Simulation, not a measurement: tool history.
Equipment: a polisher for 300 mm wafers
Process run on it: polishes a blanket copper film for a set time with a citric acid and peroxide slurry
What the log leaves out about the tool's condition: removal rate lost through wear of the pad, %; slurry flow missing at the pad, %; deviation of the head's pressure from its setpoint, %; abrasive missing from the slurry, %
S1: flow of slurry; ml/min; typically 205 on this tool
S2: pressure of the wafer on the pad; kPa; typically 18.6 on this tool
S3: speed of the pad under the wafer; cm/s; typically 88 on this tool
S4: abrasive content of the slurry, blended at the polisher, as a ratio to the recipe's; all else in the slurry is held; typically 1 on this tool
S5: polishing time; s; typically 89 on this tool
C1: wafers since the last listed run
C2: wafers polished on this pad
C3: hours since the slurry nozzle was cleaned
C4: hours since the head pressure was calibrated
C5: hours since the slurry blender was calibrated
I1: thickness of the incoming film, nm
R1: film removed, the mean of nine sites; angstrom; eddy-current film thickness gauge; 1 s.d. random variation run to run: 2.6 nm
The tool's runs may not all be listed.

run,hour,S1,S2,S3,S4,S5,C1,C2,C3,C4,C5,I1,R1
1,0,205,18.6,88,1,103,0,262,89.5,1129.6,109.4,515.7,2236
2,12.1,205,18.6,88,1,103,151,413,101.6,1141.7,121.5,519.1,2221
3,26.3,205,18.6,88,1,89,177,591,115.8,1155.9,135.7,519.1,1911
4,39.1,205,18.6,88,1,89,160,751,128.6,1168.7,148.5,524.3,1937
5,48,205,18.6,88,1,89,111,862,137.5,1177.6,157.4,520.6,1829
6,62.2,205,18.6,88,1,89,177,1039,151.7,1191.8,171.6,518.6,1865
# hour 88.5: worn pad replaced by a new one
7,103.5,205,18.6,88,1,89,466,187,193,1233.1,212.9,518,1869
8,120,205,18.6,88,1,89,206,394,209.5,1249.6,229.4,514.4,1925
9,129.8,205,18.6,88,1,70,122,516,219.3,1259.4,239.2,520.2,1473
10,138.6,205,18.6,88,1,70,110,626,228.1,1268.2,248,521.6,1494
11,150.2,205,18.6,88,1,70,145,771,239.7,1279.8,259.6,518.4,1492
12,165.4,205,18.6,88,1,89,190,961,254.9,1295,274.8,525.6,1847
# hour 181.9: worn pad replaced by a new one
13,182.4,260,20.7,88,1,108,162,6,271.9,1312,291.8,517.8,2558
14,188.2,180,18.6,88,1.1,117,72,78,277.7,1317.8,297.6,531.5,2478
15,202.7,205,18.6,88,1,103,181,260,292.2,1332.3,312.1,518.9,2189
# hour 207.6: slurry blender recalibrated
# hour 209.7: slurry nozzle cleaned
16,211.2,245,18.6,60,0.8,72,68,328,1.5,1340.8,3.6,529.9,1082
17,223.6,205,15.9,70,1.1,89,155,483,13.9,1353.2,16,525.3,1421
18,240.2,205,18.6,88,1,89,207,691,30.5,1369.8,32.6,519.6,1875
19,249,225,18.6,96,1.25,89,110,801,39.3,1378.6,41.4,520,2145
20,266.6,245,13.1,80,0.8,89,220,1021,56.9,1396.2,59,515.6,1276
21,279.3,245,18.6,60,0.8,72,158,1180,69.6,1408.9,71.7,510.1,1105
22,285.4,260,18.6,116,1,89,76,1256,75.7,1415,77.8,521.4,2447
# hour 290: head pressure recalibrated
# hour 290.2: worn pad replaced by a new one
23,302.7,205,18.6,88,1.2,71,188,156,93,12.7,95.1,522,1582
24,311.1,205,24.8,88,0.85,89,105,261,101.4,21.1,103.5,509.8,2424
25,325.8,205,23.4,88,1,89,183,444,116.1,35.8,118.2,512.1,2359
26,334.8,205,18.6,88,1,89,112,557,125.1,44.8,127.2,520.5,1891
27,352,225,18.6,96,1.25,89,215,772,142.3,62,144.4,518.3,2176
28,364.2,140,18.6,116,1,89,152,925,154.5,74.2,156.6,519.3,2224
29,379.3,205,18.6,88,1.15,89,188,1113,169.6,89.3,171.7,511.5,1935
30,390.9,205,18.6,88,1,89,145,1258,181.2,100.9,183.3,524.5,1927
# hour 398.8: worn pad replaced by a new one
31,403.8,205,13.8,80,0.75,89,111,62,194.1,113.8,196.2,526.3,1261

Take each entry between the runs: how does the hidden state at the last listed run before it differ from the hidden state at the first listed run after it?
Between runs 6 and 7: worn pad replaced by a new one (hour 88.5)
  nothing in the hidden state changes from one run to the other
Between runs 12 and 13: worn pad replaced by a new one (hour 181.9)
  nothing in the hidden state changes from one run to the other
Between runs 15 and 16: slurry blender recalibrated (hour 207.6); slurry nozzle cleaned (hour 209.7)
  nothing in the hidden state changes from one run to the other
Between runs 22 and 23: head pressure recalibrated (hour 290); worn pad replaced by a new one (hour 290.2)
  nothing in the hidden state changes from one run to the other
Between runs 30 and 31: worn pad replaced by a new one (hour 398.8)
  nothing in the hidden state changes from one run to the other

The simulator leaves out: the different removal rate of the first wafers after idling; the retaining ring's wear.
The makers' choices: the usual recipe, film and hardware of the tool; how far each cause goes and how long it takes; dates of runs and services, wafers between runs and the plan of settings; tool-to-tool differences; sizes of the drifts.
